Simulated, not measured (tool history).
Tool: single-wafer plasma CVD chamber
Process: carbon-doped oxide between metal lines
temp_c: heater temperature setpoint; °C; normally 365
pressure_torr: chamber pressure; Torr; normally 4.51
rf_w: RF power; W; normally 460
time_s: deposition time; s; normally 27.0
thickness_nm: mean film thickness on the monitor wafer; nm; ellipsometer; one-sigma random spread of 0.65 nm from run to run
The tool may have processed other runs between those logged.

run    hour  temp_c  pressure_torr  rf_w  time_s  read-back reference wafer on the same gauge, thickness_nm  thickness_nm
  1     0.0     365           4.51   460    27.0                                                     93.832       109.919
  2    29.9     365           5.20   460    27.0                                                     93.808       112.181
  3    75.0     365           5.20   460    27.0                                                     93.589       112.064
  4   136.8     365           4.51   460    27.0                                                     93.394       109.108
  5   207.2     374           4.51   460    27.0                                                     92.829       106.982
  6   264.7     374           4.51   460    27.0                                                     92.932       106.978
  7   331.9     374           4.51   460    27.0                                                     92.244       106.666
      380.5  -- capacitance manometer re-zeroed and calibrated
  8   397.6     365           4.51   500    27.0                                                     91.986       113.060
      424.8  -- RF generator calibrated
  9   454.3     365           4.51   500    27.0                                                     91.415       115.183
      504.3  -- thermocouple changed; heater temperature recalibrated
 10   504.8     365           4.51   460    27.0                                                     91.421       106.783
 11   575.5     365           4.51   460    27.0                                                     90.739       107.087
 12   629.0     365           4.51   380    22.0                                                     90.486        73.466
 13   693.5     365           4.51   460    27.0                                                     90.275       105.702
      748.8  -- showerhead replaced
 14   749.3     365           3.97   460    27.0                                                     89.815       103.294
 15   811.6     365           4.51   460    27.0                                                     89.255       105.476
 16   868.3     365           5.14   520    27.0                                                     88.958       116.405
 17   924.4     358           4.51   370    27.0                                                     88.524        87.539
      939.3  -- gauge calibrated
 18   970.9     365           4.51   460    27.0                                                     96.489       113.137
 19  1002.3     365           5.38   375    28.4                                                     96.276       102.242
 20  1042.0     365           4.51   460    31.5                                                     96.531       131.586
 21  1092.9     373           4.15   430    30.0                                                     96.599       116.456
 22  1122.0     380           5.19   460    27.0                                                     96.239       111.985
 23  1175.6     365           4.51   460    27.0                                                     96.147       113.855
 24  1245.4     375           4.51   460    27.0                                                     96.252       110.595
 25  1312.7     356           5.53   420    30.5                                                     95.988       123.510
 26  1376.9     380           4.51   515    27.0                                                     96.129       118.253
 27  1417.2     365           4.51   460    27.0                                                     96.329       112.487
 28  1488.8     355           3.42   430    22.4                                                     95.846        87.802

Each row is a separate what-if for the run after 28, all from the same tool condition, not one after another. Results?
  A  1489.2     365           4.51   460    27.0                                                          ?             ?
  B  1489.2     365           5.38   460    29.5                                                          ?             ?
  C  1489.2     354           3.49   460    27.0                                                          ?             ?
  D  1489.2     358           4.51   460    31.1                                                          ?             ?

run  read-back reference wafer on the same gauge, thickness_nm  thickness_nm
  A                                                     95.935       113.934
  B                                                     95.935       127.088
  C                                                     95.935       113.573
  D                                                     95.935       132.981
Without the tool's hidden state the same runs would have given:
run  thickness_nm
  A       115.143
  B       128.437
  C       114.778
  D       134.393

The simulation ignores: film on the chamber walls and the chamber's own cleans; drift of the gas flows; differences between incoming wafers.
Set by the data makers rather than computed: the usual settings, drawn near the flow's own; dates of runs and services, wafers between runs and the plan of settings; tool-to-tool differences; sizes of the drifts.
